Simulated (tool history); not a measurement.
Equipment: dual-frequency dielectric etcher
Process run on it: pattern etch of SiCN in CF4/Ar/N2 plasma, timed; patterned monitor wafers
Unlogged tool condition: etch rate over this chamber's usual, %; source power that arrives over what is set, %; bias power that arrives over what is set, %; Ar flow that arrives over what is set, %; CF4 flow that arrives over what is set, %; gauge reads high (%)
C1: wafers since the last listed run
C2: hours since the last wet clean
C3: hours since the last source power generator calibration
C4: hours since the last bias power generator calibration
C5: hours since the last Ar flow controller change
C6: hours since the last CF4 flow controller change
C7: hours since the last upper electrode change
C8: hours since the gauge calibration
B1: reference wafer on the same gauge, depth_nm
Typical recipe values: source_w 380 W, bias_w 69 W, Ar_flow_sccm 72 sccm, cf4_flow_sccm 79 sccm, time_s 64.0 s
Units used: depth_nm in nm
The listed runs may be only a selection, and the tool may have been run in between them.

Run 1, hour 0.0: usual settings but source_w 410 W, Ar_flow_sccm 78 sccm; C1 0; C2 255.4; C3 61.6; C4 4884.8; C5 2517.1; C6 1561.2; C7 4859.0; C8 1604.7; B1 48.41. Result: depth_nm 54.57 nm.
Run 2, hour 38.9: usual settings but source_w 410 W, Ar_flow_sccm 78 sccm; C1 554; C2 294.3; C3 100.5; C4 4923.7; C5 2556.0; C6 1600.1; C7 4897.9; C8 1643.6; B1 48.40. Result: depth_nm 54.65 nm.
Run 3, hour 67.1: usual settings but source_w 410 W, Ar_flow_sccm 78 sccm; C1 402; C2 322.5; C3 128.7; C4 4951.9; C5 2584.2; C6 1628.3; C7 4926.1; C8 1671.8; B1 48.42. Result: depth_nm 54.74 nm.
Run 4, hour 133.2: usual settings but cf4_flow_sccm 64 sccm; C1 943; C2 388.6; C3 194.8; C4 5018.0; C5 2650.3; C6 1694.4; C7 4992.2; C8 1737.9; B1 48.40. Result: depth_nm 50.38 nm.
Run 5, hour 167.2: usual settings but bias_w 54 W, cf4_flow_sccm 68 sccm, time_s 69.5 s; C1 485; C2 422.6; C3 228.8; C4 5052.0; C5 2684.3; C6 1728.4; C7 5026.2; C8 1771.9; B1 48.41. Result: depth_nm 52.44 nm.
Run 6, hour 211.2: usual settings but bias_w 62 W, Ar_flow_sccm 65 sccm; C1 627; C2 466.6; C3 272.8; C4 5096.0; C5 2728.3; C6 1772.4; C7 5070.2; C8 1815.9; B1 48.38. Result: depth_nm 51.45 nm.
Run 7, hour 242.1: usual settings; C1 440; C2 497.5; C3 303.7; C4 5126.9; C5 2759.2; C6 1803.3; C7 5101.1; C8 1846.8; B1 48.41. Result: depth_nm 52.18 nm.
Run 8, hour 272.3: usual settings but bias_w 63 W, cf4_flow_sccm 60 sccm; C1 430; C2 527.7; C3 333.9; C4 5157.1; C5 2789.4; C6 1833.5; C7 5131.3; C8 1877.0; B1 48.42. Result: depth_nm 49.15 nm.
At hour 277.1: gauge calibrated.
At hour 301.2: wet clean of the chamber.
At hour 303.4: CF4 flow controller replaced.
Run 9, hour 320.5: usual settings but source_w 460 W, Ar_flow_sccm 61 sccm; C1 314; C2 19.3; C3 382.1; C4 5205.3; C5 2837.6; C6 17.1; C7 5179.5; C8 43.4; B1 48.41. Result: depth_nm 61.32 nm.
At hour 337.4: Ar flow controller replaced.
Run 10, hour 362.8: usual settings but bias_w 63 W, cf4_flow_sccm 94 sccm, time_s 58.5 s; C1 517; C2 61.6; C3 424.4; C4 5247.6; C5 25.4; C6 59.4; C7 5221.8; C8 85.7; B1 48.39. Result: depth_nm 46.55 nm.
Run 11, hour 392.2: usual settings; C1 419; C2 91.0; C3 453.8; C4 5277.0; C5 54.8; C6 88.8; C7 5251.2; C8 115.1; B1 48.40. Result: depth_nm 50.91 nm.
Run 12, hour 447.3: usual settings but Ar_flow_sccm 86 sccm; C1 786; C2 146.1; C3 508.9; C4 5332.1; C5 109.9; C6 143.9; C7 5306.3; C8 170.2; B1 48.39. Result: depth_nm 50.21 nm.
At hour 471.9: upper electrode replaced.
Run 13, hour 498.4: usual settings; C1 386; C2 197.2; C3 560.0; C4 5383.2; C5 161.0; C6 195.0; C7 26.5; C8 221.3; B1 48.42. Result: depth_nm 51.44 nm.
At hour 544.4: bias power generator calibrated.
Run 14, hour 547.6: usual settings but source_w 470 W, bias_w 63 W, cf4_flow_sccm 66 sccm, time_s 54.5 s; C1 644; C2 246.4; C3 609.2; C4 3.2; C5 210.2; C6 244.2; C7 75.7; C8 270.5; B1 48.43. Result: depth_nm 50.56 nm.
Run 15, hour 613.5: usual settings but bias_w 80 W; C1 940; C2 312.3; C3 675.1; C4 69.1; C5 276.1; C6 310.1; C7 141.6; C8 336.4; B1 48.39. Result: depth_nm 53.36 nm.
Run 16, hour 673.3: usual settings but source_w 410 W, Ar_flow_sccm 78 sccm; C1 853; C2 372.1; C3 734.9; C4 128.9; C5 335.9; C6 369.9; C7 201.4; C8 396.2; B1 48.41. Result: depth_nm 54.96 nm.
At hour 742.4: wet clean of the chamber.
Run 17, hour 742.9: usual settings; C1 650; C2 0.5; C3 804.5; C4 198.5; C5 405.5; C6 439.5; C7 271.0; C8 465.8; B1 48.41. Result: depth_nm 50.89 nm.
Run 18, hour 778.5: usual settings; C1 507; C2 36.1; C3 840.1; C4 234.1; C5 441.1; C6 475.1; C7 306.6; C8 501.4; B1 48.39. Result: depth_nm 50.81 nm.
Run 19, hour 848.1: usual settings but bias_w 82 W, time_s 73.5 s; C1 992; C2 105.7; C3 909.7; C4 303.7; C5 510.7; C6 544.7; C7 376.2; C8 571.0; B1 48.38. Result: depth_nm 61.04 nm.
Run 20, hour 896.9: usual settings but bias_w 79 W, Ar_flow_sccm 67 sccm, cf4_flow_sccm 71 sccm; C1 696; C2 154.5; C3 958.5; C4 352.5; C5 559.5; C6 593.5; C7 425.0; C8 619.8; B1 48.39. Result: depth_nm 52.54 nm.
Run 21, hour 961.8: usual settings but time_s 78.0 s; C1 925; C2 219.4; C3 1023.4; C4 417.4; C5 624.4; C6 658.4; C7 489.9; C8 684.7; B1 48.40. Result: depth_nm 62.88 nm.
Run 22, hour 1003.3: usual settings but Ar_flow_sccm 90 sccm, cf4_flow_sccm 65 sccm; C1 592; C2 260.9; C3 1064.9; C4 458.9; C5 665.9; C6 699.9; C7 531.4; C8 726.2; B1 48.42. Result: depth_nm 48.90 nm.

3 ways to go on from here, each from the tool as it stands after run 22. What would each give?
Run A, hour 1003.7: usual settings but Ar_flow_sccm 80 sccm; C1 5; C2 261.3; C3 1065.3; C4 459.3; C5 666.3; C6 700.3; C7 531.8; C8 726.6; B1 ?. Result: depth_nm ?.
Run B, hour 1003.7: usual settings but source_w 340 W, Ar_flow_sccm 56 sccm, cf4_flow_sccm 86 sccm, time_s 70.5 s; C1 5; C2 261.3; C3 1065.3; C4 459.3; C5 666.3; C6 700.3; C7 531.8; C8 726.6; B1 ?. Result: depth_nm ?.
Run C, hour 1003.7: usual settings but cf4_flow_sccm 70 sccm; C1 5; C2 261.3; C3 1065.3; C4 459.3; C5 666.3; C6 700.3; C7 531.8; C8 726.6; B1 ?. Result: depth_nm ?.

run     B1  depth_nm
  A  48.41     50.88
  B  48.41     53.12
  C  48.41     50.66
Without the tool's unlogged condition, the same runs would have read:
run  depth_nm
  A     50.03
  B     52.23
  C     49.82
